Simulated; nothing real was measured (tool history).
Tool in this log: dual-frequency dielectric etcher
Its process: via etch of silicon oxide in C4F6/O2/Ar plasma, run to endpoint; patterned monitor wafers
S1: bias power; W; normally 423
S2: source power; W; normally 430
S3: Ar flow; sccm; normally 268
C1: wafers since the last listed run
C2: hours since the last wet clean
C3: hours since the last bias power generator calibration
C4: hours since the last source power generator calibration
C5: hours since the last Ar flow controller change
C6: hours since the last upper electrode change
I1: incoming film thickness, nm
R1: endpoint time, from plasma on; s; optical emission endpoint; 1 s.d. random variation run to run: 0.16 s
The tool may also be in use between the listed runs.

run	hour	S1	S2	S3	C1	C2	C3	C4	C5	C6	I1	R1
1	0.0	423	500	268	0	81.3	4011.2	2949.9	2483.5	1997.5	111.5	23.1
2	71.7	423	430	268	1194	153.0	4082.9	3021.6	2555.2	2069.2	110.7	24.1
3	100.4	423	430	268	478	181.7	4111.6	3050.3	2583.9	2097.9	110.9	24.1
4	144.9	423	430	268	741	226.2	4156.1	3094.8	2628.4	2142.4	111.2	24.6
5	208.6	423	430	268	1061	289.9	4219.8	3158.5	2692.1	2206.1	111.1	24.5
6	252.9	423	470	268	738	334.2	4264.1	3202.8	2736.4	2250.4	111.0	24.0
7	306.7	423	430	268	896	388.0	4317.9	3256.6	2790.2	2304.2	110.6	24.7
8	370.8	423	430	268	1068	452.1	4382.0	3320.7	2854.3	2368.3	110.4	25.0
9	416.9	423	430	268	768	498.2	4428.1	3366.8	2900.4	2414.4	110.1	24.6
10	457.5	423	430	268	676	538.8	4468.7	3407.4	2941.0	2455.0	111.7	25.1
# hour 525.5: wet clean of the chamber
11	625.7	453	430	203	2403	100.2	4636.9	3575.6	3109.2	2623.2	111.8	22.2
# hour 678.7: bias power generator calibrated
12	685.3	423	390	220	926	159.8	6.6	3635.2	3168.8	2682.8	111.5	24.3
13	749.7	335	340	293	1073	224.2	71.0	3699.6	3233.2	2747.2	110.4	29.4
# hour 806.7: upper electrode replaced
14	819.1	423	430	308	756	293.6	140.4	3769.0	3302.6	12.4	111.6	24.7
15	845.3	335	340	293	436	319.8	166.6	3795.2	3328.8	38.6	109.4	29.4
16	892.2	423	430	268	781	366.7	213.5	3842.1	3375.7	85.5	109.5	24.1
17	1050.3	423	400	333	2634	524.8	371.6	4000.2	3533.8	243.6	110.9	26.1
18	1103.0	423	430	268	878	577.5	424.3	4052.9	3586.5	296.3	110.2	24.8
# hour 1155.0: source power generator calibrated
# hour 1160.1: wet clean of the chamber
19	1160.6	423	430	268	808	0.5	481.9	5.6	3644.1	353.9	110.2	23.5
20	1205.4	378	350	228	746	45.3	526.7	50.4	3688.9	398.7	111.8	26.8
# hour 1216.4: Ar flow controller replaced
21	1251.4	423	430	268	666	91.3	572.7	96.4	35.0	444.7	110.6	24.0
22	1320.0	423	510	229	1143	159.9	641.3	165.0	103.6	513.3	111.0	22.2
23	1363.0	423	430	289	716	202.9	684.3	208.0	146.6	556.3	111.3	24.7
24	1390.3	423	430	215	454	230.2	711.6	235.3	173.9	583.6	109.3	23.2
25	1455.6	423	430	268	1088	295.5	776.9	300.6	239.2	648.9	110.0	24.4
26	1515.0	423	430	268	989	354.9	836.3	360.0	298.6	708.3	110.0	24.3
27	1562.6	374	530	309	793	402.5	883.9	407.6	346.2	755.9	111.1	24.9
# hour 1796.8: wet clean of the chamber
28	1797.3	363	430	268	3511	0.5	1118.6	642.3	580.9	990.6	110.8	25.6
29	1802.2	319	380	232	81	5.4	1123.5	647.2	585.8	995.5	111.2	28.2

Predict each of these 4 candidate next runs independently; none follows another, all start after run 29:
A	1802.6	423	430	268	6	5.8	1123.9	647.6	586.2	995.9	110.6	?
B	1802.6	509	470	309	6	5.8	1123.9	647.6	586.2	995.9	110.6	?
C	1802.6	423	460	268	6	5.8	1123.9	647.6	586.2	995.9	110.6	?
D	1802.6	394	430	268	6	5.8	1123.9	647.6	586.2	995.9	110.6	?

run	R1
A	23.4
B	21.1
C	22.9
D	24.2
Without the tool's hidden state the same runs would have given:
run	R1
A	23.4
B	21.1
C	22.9
D	24.2
